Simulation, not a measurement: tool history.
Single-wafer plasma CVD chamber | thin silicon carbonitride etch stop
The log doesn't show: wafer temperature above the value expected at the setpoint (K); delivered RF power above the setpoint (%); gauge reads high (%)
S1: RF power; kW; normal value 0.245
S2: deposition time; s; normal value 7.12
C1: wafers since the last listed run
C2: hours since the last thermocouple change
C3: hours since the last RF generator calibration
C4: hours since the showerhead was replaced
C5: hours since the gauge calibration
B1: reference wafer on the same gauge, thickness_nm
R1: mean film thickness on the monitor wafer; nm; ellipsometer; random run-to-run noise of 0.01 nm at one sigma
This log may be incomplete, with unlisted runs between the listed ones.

Run 1, hour 0: usual settings but S2 7.8 s; C1 0; C2 2842.5; C3 681.6; C4 4449.1; C5 164.4; B1 4.871. Result: R1 5.279 nm.
Run 2, hour 35.8: usual settings but S2 7.8 s; C1 1066; C2 2878.3; C3 717.4; C4 4484.9; C5 200.2; B1 4.871. Result: R1 5.254 nm.
Run 3, hour 57.2: usual settings but S1 0.23 kW; C1 637; C2 2899.7; C3 738.8; C4 4506.3; C5 221.6; B1 4.871. Result: R1 4.732 nm.
Run 4, hour 69.3: usual settings but S1 0.23 kW; C1 360; C2 2911.8; C3 750.9; C4 4518.4; C5 233.7; B1 4.871. Result: R1 4.753 nm.
Run 5, hour 87.4: usual settings but S1 0.23 kW; C1 538; C2 2929.9; C3 769; C4 4536.5; C5 251.8; B1 4.871. Result: R1 4.754 nm.
Run 6, hour 120.1: usual settings; C1 973; C2 2962.6; C3 801.7; C4 4569.2; C5 284.5; B1 4.87. Result: R1 4.815 nm.
At hour 134: showerhead replaced.
Run 7, hour 140.4: usual settings; C1 366; C2 2982.9; C3 822; C4 6.4; C5 304.8; B1 4.869. Result: R1 4.795 nm.
Run 8, hour 164: usual settings; C1 702; C2 3006.5; C3 845.6; C4 30; C5 328.4; B1 4.87. Result: R1 4.825 nm.
At hour 178: gauge calibrated.
Run 9, hour 197.5: usual settings; C1 997; C2 3040; C3 879.1; C4 63.5; C5 19.5; B1 4.871. Result: R1 4.812 nm.
At hour 211.2: thermocouple changed; heater temperature recalibrated.
Run 10, hour 211.7: usual settings but S1 0.265 kW, S2 6.75 s; C1 184; C2 0.5; C3 893.3; C4 77.7; C5 33.7; B1 4.87. Result: R1 4.632 nm.
Run 11, hour 244.2: usual settings; C1 967; C2 33; C3 925.8; C4 110.2; C5 66.2; B1 4.871. Result: R1 4.821 nm.
Run 12, hour 256.5: usual settings but S1 0.225 kW; C1 366; C2 45.3; C3 938.1; C4 122.5; C5 78.5; B1 4.87. Result: R1 4.73 nm.
Run 13, hour 287.4: usual settings but S1 0.21 kW, S2 8.23 s; C1 920; C2 76.2; C3 969; C4 153.4; C5 109.4; B1 4.87. Result: R1 5.389 nm.
At hour 304.6: RF generator calibrated.
Run 14, hour 305.1: usual settings but S1 0.215 kW, S2 5.87 s; C1 288; C2 93.9; C3 0.5; C4 171.1; C5 127.1; B1 4.869. Result: R1 3.859 nm.
Run 15, hour 330: usual settings but S2 6.75 s; C1 741; C2 118.8; C3 25.4; C4 196; C5 152; B1 4.869. Result: R1 4.56 nm.
Run 16, hour 359.8: usual settings but S1 0.285 kW, S2 8.36 s; C1 887; C2 148.6; C3 55.2; C4 225.8; C5 181.8; B1 4.868. Result: R1 5.845 nm.
Run 17, hour 390.3: usual settings but S1 0.285 kW, S2 6.28 s; C1 908; C2 179.1; C3 85.7; C4 256.3; C5 212.3; B1 4.871. Result: R1 4.406 nm.
Run 18, hour 419.2: usual settings; C1 860; C2 208; C3 114.6; C4 285.2; C5 241.2; B1 4.872. Result: R1 4.813 nm.

Each row is a separate what-if for the run after 18, all from the same tool condition, not one after another. Results?
Run A, hour 419.6: usual settings but S2 8.4 s; C1 11; C2 208.4; C3 115; C4 285.6; C5 241.6; B1 ?. Result: R1 ?.
Run B, hour 419.6: usual settings but S2 7.81 s; C1 11; C2 208.4; C3 115; C4 285.6; C5 241.6; B1 ?. Result: R1 ?.
Run C, hour 419.6: usual settings but S1 0.28 kW, S2 6.09 s; C1 11; C2 208.4; C3 115; C4 285.6; C5 241.6; B1 ?. Result: R1 ?.
Run D, hour 419.6: usual settings but S2 7.72 s; C1 11; C2 208.4; C3 115; C4 285.6; C5 241.6; B1 ?. Result: R1 ?.

run    B1     R1
  A  4.87  5.677
  B  4.87  5.278
  C  4.87  4.242
  D  4.87  5.217
Without the tool's unlogged condition, the same runs would have read:
run     R1
  A  5.677
  B  5.278
  C  4.242
  D  5.217
